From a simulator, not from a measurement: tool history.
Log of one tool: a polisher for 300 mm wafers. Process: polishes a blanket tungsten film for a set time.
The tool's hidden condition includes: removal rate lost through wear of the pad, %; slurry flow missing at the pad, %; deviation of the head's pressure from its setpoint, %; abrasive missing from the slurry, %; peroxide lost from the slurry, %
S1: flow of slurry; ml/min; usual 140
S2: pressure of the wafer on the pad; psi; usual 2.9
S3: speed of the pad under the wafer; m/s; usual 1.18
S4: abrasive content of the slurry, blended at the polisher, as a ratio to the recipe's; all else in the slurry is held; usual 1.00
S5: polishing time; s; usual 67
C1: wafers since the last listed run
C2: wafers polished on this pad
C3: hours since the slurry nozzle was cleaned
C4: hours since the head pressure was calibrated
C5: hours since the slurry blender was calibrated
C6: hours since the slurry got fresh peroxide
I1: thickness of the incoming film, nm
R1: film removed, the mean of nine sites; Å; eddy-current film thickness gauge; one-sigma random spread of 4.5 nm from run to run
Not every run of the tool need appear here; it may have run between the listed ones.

| run | day | S1 | S2 | S3 | S4 | S5 | C1 | C2 | C3 | C4 | C5 | C6 | I1 | R1 |
|---|---|---|---|---|---|---|---|---|---|---|---|---|---|---|
| 1 | 0.000 | 140 | 2.9 | 1.08 | 1.00 | 67 | 0 | 1371 | 325.0 | 979.4 | 312.7 | 198.0 | 1198.2 | 2760 |
| 2 | 3.321 | 140 | 2.9 | 1.18 | 1.00 | 67 | 662 | 2033 | 404.7 | 1059.1 | 392.4 | 277.7 | 1203.6 | 2994 |
| 3 | 4.892 | 140 | 2.9 | 1.18 | 1.00 | 67 | 313 | 2346 | 442.4 | 1096.8 | 430.1 | 315.4 | 1196.1 | 3022 |
| 4 | 8.217 | 140 | 2.9 | 1.18 | 1.00 | 67 | 662 | 3009 | 522.2 | 1176.6 | 509.9 | 395.2 | 1207.5 | 3027 |
|  | 10.300 | slurry blender recalibrated |
|  | 10.512 | slurry tank refilled with fresh slurry and peroxide |
| 5 | 10.750 | 140 | 2.9 | 1.18 | 1.00 | 67 | 480 | 3489 | 583.0 | 1237.4 | 10.8 | 5.7 | 1191.9 | 2935 |
|  | 11.412 | head pressure recalibrated |
|  | 11.567 | slurry nozzle cleaned |
| 6 | 13.775 | 140 | 2.9 | 1.18 | 1.00 | 67 | 578 | 4067 | 53.0 | 56.7 | 83.4 | 78.3 | 1202.6 | 2859 |
|  | 14.767 | worn pad replaced by a new one, repeated, since the last time left the tool worse |
| 7 | 18.117 | 140 | 2.7 | 1.18 | 1.00 | 67 | 832 | 668 | 157.2 | 160.9 | 187.6 | 182.5 | 1199.2 | 3181 |
| 8 | 22.221 | 140 | 2.9 | 1.18 | 1.00 | 67 | 818 | 1486 | 255.7 | 259.4 | 286.1 | 281.0 | 1212.0 | 3399 |
| 9 | 25.471 | 140 | 2.9 | 1.18 | 1.00 | 67 | 647 | 2134 | 333.7 | 337.4 | 364.1 | 359.0 | 1194.0 | 3311 |
| 10 | 29.654 | 140 | 2.9 | 1.18 | 1.00 | 67 | 833 | 2968 | 434.1 | 437.8 | 464.5 | 459.4 | 1214.6 | 3257 |
|  | 31.096 | slurry blender recalibrated |
|  | 31.262 | slurry nozzle cleaned |
| 11 | 32.954 | 140 | 2.9 | 1.18 | 0.80 | 45 | 632 | 3601 | 40.6 | 517.0 | 44.6 | 538.6 | 1183.8 | 2061 |
|  | 33.533 | slurry tank refilled with fresh slurry and peroxide |
|  | 33.679 | worn pad replaced by a new one |
| 12 | 37.438 | 160 | 2.9 | 1.18 | 1.00 | 67 | 856 | 749 | 148.2 | 624.6 | 152.2 | 93.7 | 1192.5 | 3477 |
| 13 | 41.754 | 140 | 3.3 | 1.18 | 1.00 | 67 | 860 | 1609 | 251.8 | 728.2 | 255.8 | 197.3 | 1199.2 | 3800 |
| 14 | 44.996 | 140 | 2.6 | 0.80 | 1.00 | 81 | 646 | 2256 | 329.6 | 806.0 | 333.6 | 275.1 | 1211.6 | 2522 |
| 15 | 46.762 | 170 | 2.9 | 1.18 | 0.75 | 74 | 352 | 2608 | 372.0 | 848.4 | 376.0 | 317.5 | 1186.3 | 3514 |
| 16 | 49.400 | 140 | 2.1 | 1.18 | 1.00 | 67 | 525 | 3134 | 435.3 | 911.7 | 439.3 | 380.8 | 1177.8 | 2504 |
|  | 50.625 | slurry blender recalibrated |
| 17 | 51.067 | 140 | 3.7 | 0.94 | 1.00 | 67 | 315 | 3449 | 475.3 | 951.7 | 10.6 | 420.8 | 1192.6 | 3272 |
|  | 52.450 | worn pad replaced by a new one |
| 18 | 52.654 | 115 | 2.9 | 1.18 | 1.25 | 87 | 283 | 40 | 513.4 | 989.8 | 48.7 | 458.9 | 1196.4 | 4418 |
|  | 54.454 | slurry nozzle cleaned |
| 19 | 55.154 | 165 | 2.9 | 1.54 | 1.00 | 67 | 490 | 530 | 16.8 | 1049.8 | 108.7 | 518.9 | 1196.8 | 4476 |
|  | 55.212 | slurry tank refilled with fresh slurry and peroxide |
|  | 56.308 | head pressure recalibrated |
| 20 | 59.279 | 140 | 2.9 | 0.82 | 1.00 | 51 | 797 | 1327 | 115.8 | 71.3 | 207.7 | 97.6 | 1194.8 | 1785 |
| 21 | 62.221 | 140 | 3.3 | 1.18 | 1.00 | 67 | 586 | 1914 | 186.4 | 141.9 | 278.3 | 168.2 | 1222.1 | 3745 |
| 22 | 64.967 | 140 | 2.9 | 1.18 | 0.90 | 88 | 547 | 2461 | 252.3 | 207.8 | 344.2 | 234.1 | 1206.3 | 4198 |
| 23 | 67.596 | 160 | 2.2 | 1.18 | 1.15 | 67 | 524 | 2985 | 315.4 | 270.9 | 407.3 | 297.2 | 1206.6 | 2758 |
|  | 68.971 | slurry blender recalibrated |
| 24 | 69.375 | 140 | 2.7 | 1.18 | 1.00 | 67 | 338 | 3323 | 358.1 | 313.6 | 9.7 | 339.9 | 1217.6 | 3064 |
|  | 70.246 | worn pad replaced by a new one |
| 25 | 72.767 | 140 | 2.9 | 1.18 | 1.00 | 67 | 642 | 502 | 439.5 | 395.0 | 91.1 | 421.3 | 1210.0 | 3405 |
|  | 73.925 | slurry nozzle cleaned |
| 26 | 77.196 | 140 | 2.9 | 1.18 | 1.00 | 67 | 874 | 1377 | 78.5 | 501.3 | 197.4 | 527.6 | 1198.1 | 3390 |

Consider 4 possible next runs. They are alternatives, not a sequence: every one starts from the tool as it was left by run 26. What does each give?
| A | 77.212 | 140 | 2.9 | 1.18 | 1.00 | 67 | 3 | 1380 | 78.9 | 501.7 | 197.8 | 528.0 | 1203.9 | ? |
| B | 77.212 | 140 | 2.9 | 1.42 | 1.15 | 67 | 3 | 1380 | 78.9 | 501.7 | 197.8 | 528.0 | 1203.9 | ? |
| C | 77.212 | 90 | 2.6 | 1.18 | 1.00 | 48 | 3 | 1380 | 78.9 | 501.7 | 197.8 | 528.0 | 1203.9 | ? |
| D | 77.212 | 140 | 3.8 | 1.18 | 1.15 | 67 | 3 | 1380 | 78.9 | 501.7 | 197.8 | 528.0 | 1203.9 | ? |

| run | R1 |
|---|---|
| A | 3367 |
| B | 4201 |
| C | 1969 |
| D | 4444 |
The same runs, with their run-to-run variation unchanged, on a tool lacking any hidden condition would have given:
| run | R1 |
|---|---|
| A | 3410 |
| B | 4255 |
| C | 1994 |
| D | 4501 |
